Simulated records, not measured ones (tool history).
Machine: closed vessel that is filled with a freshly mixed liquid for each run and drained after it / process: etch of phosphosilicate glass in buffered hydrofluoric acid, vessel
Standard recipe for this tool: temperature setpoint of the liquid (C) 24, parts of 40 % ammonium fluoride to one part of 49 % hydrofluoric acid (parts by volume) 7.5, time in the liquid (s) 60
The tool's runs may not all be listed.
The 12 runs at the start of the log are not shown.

run   hour  temperature setpoint of the liquid (C)  parts of 40 % ammonium fluoride to one part of 49 % hydrofluoric acid (parts by volume)  time in the liquid (s)  read-back film thickness of the phosphosilicate glass reference wafer, read on the same gauge (nm)  thickness taken off the phosphosilicate glass on a monitor wafer (nm)
 13  171.1                                      24                                                                                        9                      60                                                                                              130.02                                                                 192.71
     176.3  -- hydrofluoric acid flow meter replaced
 14  186.6                                      24                                                                                        9                      60                                                                                              129.97                                                                 195.44
       198  -- gauge calibrated
 15  202.6                                      24                                                                                      7.5                      85                                                                                              129.99                                                                 337.27
 16  211.9                                      24                                                                                      7.5                      60                                                                                              130.02                                                                 235.89
 17  257.9                                    28.5                                                                                     10.5                      80                                                                                              129.94                                                                 294.56
 18  269.8                                    27.5                                                                                      7.5                      95                                                                                              130.03                                                                 453.51
 19    281                                    27.5                                                                                        6                      80                                                                                              129.98                                                                 469.67
 20  293.3                                    25.5                                                                                      7.5                      50                                                                                              130.04                                                                 214.01
 21  309.8                                      24                                                                                     10.5                      85                                                                                              130.02                                                                 246.83
 22  325.6                                    26.5                                                                                      5.5                      30                                                                                              129.94                                                                 180.42
 23  338.7                                      24                                                                                      7.5                      40                                                                                              130.03                                                                 158.31
 24  350.7                                      26                                                                                      7.5                      35                                                                                              129.97                                                                 153.92
 25  362.4                                      24                                                                                      9.5                      60                                                                                              130.01                                                                 187.88
 26  368.4                                    20.5                                                                                      7.5                      60                                                                                              130.01                                                                 195.59
 27    377                                      24                                                                                      5.5                      60                                                                                              130.01                                                                 315.66
 28    384                                      24                                                                                      9.5                      90                                                                                              129.98                                                                 282.34
 29  401.9                                      24                                                                                      7.5                      60                                                                                              129.96                                                                 236.41
 30  418.7                                      27                                                                                      5.5                      30                                                                                              130.02                                                                 184.04
 31  429.6                                    19.5                                                                                      6.5                      30                                                                                              129.98                                                                 105.42
 32  442.3                                      24                                                                                      7.5                      70                                                                                              129.99                                                                 274.54
 33  453.9                                      28                                                                                        9                      90                                                                                                 130                                                                 363.35

Here are 3 independent what-if runs from the current tool condition. What would each one return?
  A  454.6                                      20                                                                                      7.5                      60                                                                                                   ?                                                                      ?
  B  454.6                                      28                                                                                      6.5                      80                                                                                                   ?                                                                      ?
  C  454.6                                    22.5                                                                                      8.5                      90                                                                                                   ?                                                                      ?

run  read-back film thickness of the phosphosilicate glass reference wafer, read on the same gauge (nm)  thickness taken off the phosphosilicate glass on a monitor wafer (nm)
  A                                                                                              130.02                                                                 188.01
  B                                                                                              130.02                                                                 446.07
  C                                                                                              130.02                                                                 282.92
Had the tool no hidden state, the same runs would have come out as:
run  thickness taken off the phosphosilicate glass on a monitor wafer (nm)
  A                                                                  189.8
  B                                                                 449.46
  C                                                                  285.6
